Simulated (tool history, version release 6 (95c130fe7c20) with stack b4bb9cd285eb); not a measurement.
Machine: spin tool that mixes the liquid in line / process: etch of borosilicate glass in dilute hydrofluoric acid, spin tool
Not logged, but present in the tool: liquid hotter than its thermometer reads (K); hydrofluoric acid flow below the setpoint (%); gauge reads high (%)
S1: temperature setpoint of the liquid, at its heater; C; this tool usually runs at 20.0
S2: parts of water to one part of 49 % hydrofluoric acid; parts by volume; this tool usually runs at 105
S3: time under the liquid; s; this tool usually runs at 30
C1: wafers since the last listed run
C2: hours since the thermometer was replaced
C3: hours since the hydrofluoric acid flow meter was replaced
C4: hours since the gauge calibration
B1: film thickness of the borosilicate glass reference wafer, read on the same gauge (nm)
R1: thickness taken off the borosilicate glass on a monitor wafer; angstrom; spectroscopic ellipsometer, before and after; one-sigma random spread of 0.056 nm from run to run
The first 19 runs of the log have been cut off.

Run 20, hour 225.8: usual settings but S1 22.0 C, S2 70 parts by volume, S3 15 s; C1 87; C2 3232.7; C3 133.7; C4 28.2; B1 130.04. Result: R1 60.8 angstrom.
Run 21, hour 233.7: usual settings but S1 22.0 C, S2 60 parts by volume; C1 78; C2 3240.6; C3 141.6; C4 36.1; B1 130.01. Result: R1 146.2 angstrom.
Run 22, hour 247.3: usual settings but S2 90 parts by volume, S3 40 s; C1 135; C2 3254.2; C3 155.2; C4 49.7; B1 130.03. Result: R1 114.6 angstrom.
At hour 258.5: thermometer replaced.
Run 23, hour 264.0: usual settings but S1 17.0 C; C1 156; C2 5.5; C3 171.9; C4 66.4; B1 130.00. Result: R1 64.0 angstrom.
Run 24, hour 273.5: usual settings but S3 40 s; C1 94; C2 15.0; C3 181.4; C4 75.9; B1 130.00. Result: R1 95.6 angstrom.
Run 25, hour 280.5: usual settings but S1 21.5 C, S2 135 parts by volume, S3 25 s; C1 69; C2 22.0; C3 188.4; C4 82.9; B1 129.99. Result: R1 47.5 angstrom.
Run 26, hour 291.9: usual settings; C1 113; C2 33.4; C3 199.8; C4 94.3; B1 130.01. Result: R1 71.9 angstrom.
Run 27, hour 300.4: usual settings but S1 17.0 C, S2 65 parts by volume, S3 20 s; C1 84; C2 41.9; C3 208.3; C4 102.8; B1 130.04. Result: R1 71.7 angstrom.
Run 28, hour 317.4: usual settings but S1 22.0 C, S2 150 parts by volume, S3 40 s; C1 169; C2 58.9; C3 225.3; C4 119.8; B1 130.00. Result: R1 68.4 angstrom.
Run 29, hour 325.5: usual settings but S1 17.0 C, S2 85 parts by volume; C1 80; C2 67.0; C3 233.4; C4 127.9; B1 130.01. Result: R1 78.8 angstrom.
Run 30, hour 341.9: usual settings but S1 17.0 C, S2 125 parts by volume; C1 163; C2 83.4; C3 249.8; C4 144.3; B1 130.02. Result: R1 52.4 angstrom.
Run 31, hour 356.8: usual settings but S3 15 s; C1 148; C2 98.3; C3 264.7; C4 159.2; B1 130.00. Result: R1 35.2 angstrom.
Run 32, hour 372.1: usual settings but S1 24.0 C; C1 152; C2 113.6; C3 280.0; C4 174.5; B1 129.95. Result: R1 83.4 angstrom.

Here are 5 independent what-if runs from the current tool condition. What would each one return?
Run A, hour 372.5: usual settings but S2 65 parts by volume; C1 3; C2 114.0; C3 280.4; C4 174.9; B1 ?. Result: R1 ?.
Run B, hour 372.5: usual settings but S1 21.5 C, S3 25 s; C1 3; C2 114.0; C3 280.4; C4 174.9; B1 ?. Result: R1 ?.
Run C, hour 372.5: usual settings but S1 17.5 C, S2 60 parts by volume, S3 40 s; C1 3; C2 114.0; C3 280.4; C4 174.9; B1 ?. Result: R1 ?.
Run D, hour 372.5: usual settings but S1 22.5 C, S2 140 parts by volume, S3 40 s; C1 3; C2 114.0; C3 280.4; C4 174.9; B1 ?. Result: R1 ?.
Run E, hour 372.5: usual settings but S1 17.0 C, S2 140 parts by volume, S3 35 s; C1 3; C2 114.0; C3 280.4; C4 174.9; B1 ?. Result: R1 ?.

run      B1     R1
  A  129.99  120.8
  B  129.99   63.1
  C  129.99  157.8
  D  129.99   75.6
  E  129.99   53.1
With no hidden state in the tool, these same runs would have given:
run     R1
  A  127.5
  B   66.8
  C  166.5
  D   80.1
  E   56.2
